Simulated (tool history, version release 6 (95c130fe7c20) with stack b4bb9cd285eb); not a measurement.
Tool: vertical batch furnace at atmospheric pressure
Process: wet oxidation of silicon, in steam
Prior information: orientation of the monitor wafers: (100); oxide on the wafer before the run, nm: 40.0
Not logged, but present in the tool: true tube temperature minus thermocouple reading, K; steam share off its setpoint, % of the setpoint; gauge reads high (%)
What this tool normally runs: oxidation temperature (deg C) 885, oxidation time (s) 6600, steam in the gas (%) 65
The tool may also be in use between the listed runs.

run	day	oxidation temperature (deg C)	oxidation time (s)	steam in the gas (%)	wafers since the last listed run	hours since the last temperature calibration	hours since the steam generator was serviced	hours since the gauge calibration	read-back reference wafer on the same gauge, thickness	oxide thickness on the monitor wafer (nm)
1	0.000	885	6600	65	0	1949.5	154.0	2403.8	189.16	190.94
2	2.833	885	6600	65	1065	2017.5	222.0	2471.8	188.67	191.54
3	6.058	885	6600	65	1213	2094.9	299.4	2549.2	189.15	192.64
4	10.129	885	6600	65	1531	2192.6	397.1	2646.9	189.20	189.94
5	14.079	885	6600	58	1485	2287.4	491.9	2741.7	188.82	175.94
6	18.192	885	6600	65	1546	2386.1	590.6	2840.4	188.86	191.07
7	20.646	885	6600	65	923	2445.0	649.5	2899.3	189.22	191.70
8	24.533	891	6600	65	1462	2538.3	742.8	2992.6	188.73	206.17
9	27.392	885	6600	65	1075	2606.9	811.4	3061.2	189.12	191.85
10	28.988	885	6600	65	600	2645.2	849.7	3099.5	188.96	191.46
11	33.054	885	6600	65	1529	2742.8	947.3	3197.1	188.75	192.02
12	37.200	885	6600	65	1559	2842.3	1046.8	3296.6	189.47	192.38
13	40.154	885	6600	65	1111	2913.2	1117.7	3367.5	189.01	191.66
14	43.275	901	6600	65	1173	2988.1	1192.6	3442.4	189.10	231.04
15	46.388	885	7620	65	1170	3062.8	1267.3	3517.1	188.79	212.69
16	48.200	885	7980	72	681	3106.3	1310.8	3560.6	188.91	239.41
17	51.483	885	6600	65	1235	3185.1	1389.6	3639.4	189.20	193.42
18	53.908	892	6600	75	912	3243.3	1447.8	3697.6	188.86	231.69
19	57.217	899	3930	70	1244	3322.7	1527.2	3777.0	188.73	164.28
20	59.354	885	6600	74	804	3374.0	1578.5	3828.3	188.77	211.36
21	63.475	885	6600	65	1550	3472.9	1677.4	3927.2	188.79	193.05
# day 65.617: gauge calibrated
22	67.021	885	6600	65	1333	3558.0	1762.5	33.7	188.59	193.41
23	69.262	874	6600	65	843	3611.8	1816.3	87.5	189.16	168.83
24	71.812	876	4350	65	959	3673.0	1877.5	148.7	189.31	131.62
25	76.233	885	6600	65	1662	3779.1	1983.6	254.8	188.80	193.25
26	78.262	885	6600	65	763	3827.8	2032.3	303.5	189.19	194.02
# day 80.388: thermocouples replaced and temperature profile calibrated
# day 88.950: steam generator serviced
27	88.971	885	6600	74	3275	206.0	0.5	560.5	188.74	206.67
28	92.025	896	6600	65	1148	279.3	73.8	633.8	189.30	214.24
29	95.888	869	8550	59	1452	372.0	166.5	726.5	188.73	175.07
30	98.021	885	6600	58	802	423.2	217.7	777.7	189.19	174.76
31	100.875	885	6600	65	1073	491.7	286.2	846.2	189.01	188.93
32	102.858	867	7830	72	746	539.3	333.8	893.8	189.26	185.71
33	107.233	885	9210	65	1645	644.3	438.8	998.8	188.97	239.84
34	109.704	885	8970	58	929	703.6	498.1	1058.1	189.04	217.60
35	112.800	896	6600	57	1164	777.9	572.4	1132.4	189.04	193.91
36	114.879	885	4710	65	782	827.8	622.3	1182.3	188.99	148.35

Run 37 is up next; what results do you expect?
37	118.575	909	4050	58	1390	916.5	711.0	1271.0	?	?

{"run 37": {"read-back reference wafer on the same gauge, thickness": 188.89, "oxide thickness on the monitor wafer (nm)": 160.3}}
Without the tool's hidden state the same run would have given oxide thickness on the monitor wafer (nm) 159.13.
